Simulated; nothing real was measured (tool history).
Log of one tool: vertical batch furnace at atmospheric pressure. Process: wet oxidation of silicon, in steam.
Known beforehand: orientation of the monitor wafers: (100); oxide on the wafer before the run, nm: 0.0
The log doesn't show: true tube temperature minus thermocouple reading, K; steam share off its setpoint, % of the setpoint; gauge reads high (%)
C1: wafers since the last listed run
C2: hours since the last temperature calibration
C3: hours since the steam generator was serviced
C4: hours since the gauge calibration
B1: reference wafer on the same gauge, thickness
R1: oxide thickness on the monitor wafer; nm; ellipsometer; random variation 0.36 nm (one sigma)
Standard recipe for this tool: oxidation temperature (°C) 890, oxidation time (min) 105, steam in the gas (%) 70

run 1 hour=0 | oxidation_temperature_(°C)=890 oxidation_time_(min)=105 steam_in_the_gas_(%)=70 | C1=0 C2=2520.8 C3=1218.4 C4=97.9 | B1=147.02 | R1=141.05
run 2 hour=17.2 | oxidation_temperature_(°C)=890 oxidation_time_(min)=105 steam_in_the_gas_(%)=70 | C1=144 C2=2538 C3=1235.6 C4=115.1 | B1=147 | R1=140.6
run 3 hour=35.3 | oxidation_temperature_(°C)=890 oxidation_time_(min)=105 steam_in_the_gas_(%)=70 | C1=152 C2=2556.1 C3=1253.7 C4=133.2 | B1=146.99 | R1=141.1
run 4 hour=50.7 | oxidation_temperature_(°C)=890 oxidation_time_(min)=105 steam_in_the_gas_(%)=70 | C1=129 C2=2571.5 C3=1269.1 C4=148.6 | B1=147 | R1=141.76
run 5 hour=67.5 | oxidation_temperature_(°C)=890 oxidation_time_(min)=105 steam_in_the_gas_(%)=70 | C1=141 C2=2588.3 C3=1285.9 C4=165.4 | B1=147 | R1=141.45
run 6 hour=85.4 | oxidation_temperature_(°C)=890 oxidation_time_(min)=105 steam_in_the_gas_(%)=70 | C1=150 C2=2606.2 C3=1303.8 C4=183.3 | B1=147.08 | R1=140.92
-- hour=132.9 gauge calibrated
-- hour=141.6 thermocouples replaced and temperature profile calibrated
run 7 hour=143.6 | oxidation_temperature_(°C)=890 oxidation_time_(min)=105 steam_in_the_gas_(%)=70 | C1=287 C2=2 C3=1362 C4=10.7 | B1=147.02 | R1=140.46
run 8 hour=177.3 | oxidation_temperature_(°C)=890 oxidation_time_(min)=142.5 steam_in_the_gas_(%)=62 | C1=283 C2=35.7 C3=1395.7 C4=44.4 | B1=147.03 | R1=166.63
run 9 hour=185.6 | oxidation_temperature_(°C)=890 oxidation_time_(min)=142.5 steam_in_the_gas_(%)=62 | C1=69 C2=44 C3=1404 C4=52.7 | B1=146.96 | R1=166.11
run 10 hour=194.2 | oxidation_temperature_(°C)=890 oxidation_time_(min)=105 steam_in_the_gas_(%)=70 | C1=72 C2=52.6 C3=1412.6 C4=61.3 | B1=147.02 | R1=140.31
run 11 hour=207.5 | oxidation_temperature_(°C)=878 oxidation_time_(min)=155.5 steam_in_the_gas_(%)=66 | C1=111 C2=65.9 C3=1425.9 C4=74.6 | B1=147.05 | R1=159.02
-- hour=235.8 steam generator serviced
run 12 hour=239.7 | oxidation_temperature_(°C)=900 oxidation_time_(min)=105 steam_in_the_gas_(%)=81 | C1=68 C2=98.1 C3=3.9 C4=106.8 | B1=147.08 | R1=198.12
run 13 hour=285.4 | oxidation_temperature_(°C)=911 oxidation_time_(min)=141 steam_in_the_gas_(%)=70 | C1=384 C2=143.8 C3=49.6 C4=152.5 | B1=147.02 | R1=254.94
run 14 hour=304.3 | oxidation_temperature_(°C)=884 oxidation_time_(min)=64 steam_in_the_gas_(%)=75 | C1=158 C2=162.7 C3=68.5 C4=171.4 | B1=147.03 | R1=92.31
run 15 hour=318.3 | oxidation_temperature_(°C)=901 oxidation_time_(min)=138 steam_in_the_gas_(%)=70 | C1=117 C2=176.7 C3=82.5 C4=185.4 | B1=147.09 | R1=222.42
-- hour=343 gauge calibrated
run 16 hour=346.9 | oxidation_temperature_(°C)=871 oxidation_time_(min)=105 steam_in_the_gas_(%)=70 | C1=240 C2=205.3 C3=111.1 C4=3.9 | B1=146.99 | R1=111.01
run 17 hour=366.6 | oxidation_temperature_(°C)=890 oxidation_time_(min)=105 steam_in_the_gas_(%)=70 | C1=165 C2=225 C3=130.8 C4=23.6 | B1=147.09 | R1=148.56
run 18 hour=377.4 | oxidation_temperature_(°C)=890 oxidation_time_(min)=105 steam_in_the_gas_(%)=70 | C1=90 C2=235.8 C3=141.6 C4=34.4 | B1=146.95 | R1=148.33
run 19 hour=391.2 | oxidation_temperature_(°C)=890 oxidation_time_(min)=52.5 steam_in_the_gas_(%)=79 | C1=116 C2=249.6 C3=155.4 C4=48.2 | B1=147.03 | R1=87.68
run 20 hour=408.9 | oxidation_temperature_(°C)=881 oxidation_time_(min)=139 steam_in_the_gas_(%)=70 | C1=148 C2=267.3 C3=173.1 C4=65.9 | B1=147.02 | R1=166.22

What was the tool's hidden state at every run in the log?
true tube temperature minus thermocouple reading, K: 0 at every run
gauge reads high (%): 0 at every run
H1: steam share off its setpoint, % of the setpoint
run=1 H1=-8.15
run=2 H1=-8.18
run=3 H1=-8.21
run=4 H1=-8.23
run=5 H1=-8.26
run=6 H1=-8.28
run=7 H1=-8.36
run=8 H1=-8.4
run=9 H1=-8.41
run=10 H1=-8.42
run=11 H1=-8.43
run=12 H1=-0.958
run=13 H1=-1.64
run=14 H1=-1.91
run=15 H1=-2.1
run=16 H1=-2.47
run=17 H1=-2.72
run=18 H1=-2.85
run=19 H1=-3.01
run=20 H1=-3.22
